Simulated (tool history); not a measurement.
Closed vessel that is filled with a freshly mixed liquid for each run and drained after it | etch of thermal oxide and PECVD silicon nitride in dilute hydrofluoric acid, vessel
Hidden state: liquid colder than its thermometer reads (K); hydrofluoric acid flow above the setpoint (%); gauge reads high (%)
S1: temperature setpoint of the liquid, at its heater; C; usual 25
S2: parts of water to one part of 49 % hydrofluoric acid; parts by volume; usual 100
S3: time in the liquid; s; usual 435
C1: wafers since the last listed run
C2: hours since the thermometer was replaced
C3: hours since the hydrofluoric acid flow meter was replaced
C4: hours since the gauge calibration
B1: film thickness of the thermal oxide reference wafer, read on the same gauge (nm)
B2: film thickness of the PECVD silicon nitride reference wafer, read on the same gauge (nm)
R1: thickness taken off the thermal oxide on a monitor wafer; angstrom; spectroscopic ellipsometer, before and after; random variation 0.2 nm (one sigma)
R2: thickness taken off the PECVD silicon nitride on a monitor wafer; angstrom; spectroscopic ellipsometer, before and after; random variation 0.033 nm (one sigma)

| run | hour | S1 | S2 | S3 | C1 | C2 | C3 | C4 | B1 | B2 | R1 | R2 |
|---|---|---|---|---|---|---|---|---|---|---|---|---|
| 1 | 0 | 25 | 100 | 435 | 0 | 1902.2 | 409.4 | 1233.1 | 110.05 | 119.22 | 184.4 | 76.9 |
| 2 | 210 | 25 | 100 | 555 | 22159 | 2112.2 | 619.4 | 1443.1 | 109.28 | 118.41 | 231.1 | 96.9 |
| 3 | 245.1 | 23 | 85 | 435 | 3703 | 2147.3 | 654.5 | 1478.2 | 109.18 | 118.3 | 201.9 | 78.6 |
|  | 249.7 | hydrofluoric acid flow meter replaced |
|  | 357.9 | thermometer replaced |
| 4 | 375.1 | 23 | 85 | 435 | 13506 | 17.2 | 125.4 | 1608.2 | 108.79 | 117.88 | 199.1 | 78.5 |
| 5 | 406.8 | 23 | 85 | 435 | 3344 | 48.9 | 157.1 | 1639.9 | 108.73 | 117.79 | 200.9 | 77.8 |
| 6 | 586.9 | 25 | 100 | 640 | 19004 | 229 | 337.2 | 1820 | 108.3 | 117.32 | 266.9 | 111.8 |
| 7 | 641.8 | 25 | 100 | 435 | 5793 | 283.9 | 392.1 | 1874.9 | 108.18 | 117.17 | 181.6 | 75.6 |
| 8 | 818 | 29.5 | 100 | 435 | 18592 | 460.1 | 568.3 | 2051.1 | 107.87 | 116.85 | 212.4 | 101.2 |
|  | 837.2 | hydrofluoric acid flow meter replaced |
| 9 | 863.2 | 29.5 | 140 | 335 | 4663 | 505.3 | 26 | 2096.3 | 107.77 | 116.76 | 112.7 | 55.6 |
| 10 | 930.4 | 26.5 | 100 | 580 | 7090 | 572.5 | 93.2 | 2163.5 | 107.69 | 116.67 | 252.8 | 110.5 |
| 11 | 995.3 | 23 | 150 | 205 | 6848 | 637.4 | 158.1 | 2228.4 | 107.58 | 116.58 | 48.8 | 20.9 |
| 12 | 1036.8 | 25 | 100 | 435 | 4379 | 678.9 | 199.6 | 2269.9 | 107.53 | 116.48 | 180.4 | 74.7 |
| 13 | 1074.4 | 25 | 100 | 435 | 3967 | 716.5 | 237.2 | 2307.5 | 107.49 | 116.45 | 178.2 | 75.3 |
| 14 | 1102.6 | 25 | 100 | 245 | 2975 | 744.7 | 265.4 | 2335.7 | 107.47 | 116.4 | 102.2 | 41.9 |
|  | 1135.2 | gauge calibrated |
| 15 | 1139.5 | 29 | 115 | 310 | 3893 | 781.6 | 302.3 | 4.3 | 119.39 | 129.33 | 139.5 | 66.9 |
| 16 | 1183.5 | 22 | 100 | 680 | 4642 | 825.6 | 346.3 | 48.3 | 118.72 | 128.64 | 278.4 | 106.7 |
| 17 | 1213 | 25 | 125 | 435 | 3112 | 855.1 | 375.8 | 77.8 | 118.32 | 128.22 | 153.3 | 66.3 |
| 18 | 1284.5 | 28.5 | 120 | 595 | 7544 | 926.6 | 447.3 | 149.3 | 117.37 | 127.17 | 250.8 | 116.9 |

The next listed run, before its measurement:
| 19 | 1330.9 | 25 | 100 | 435 | 4896 | 973 | 493.7 | 195.7 | ? | ? | ? | ? |

{"run 19": {"B1": 116.81, "B2": 126.52, "R1": 192.9, "R2": 81.2}}
Without the tool's hidden state the same run would have given R1 198.2 angstrom, R2 83.4 angstrom.
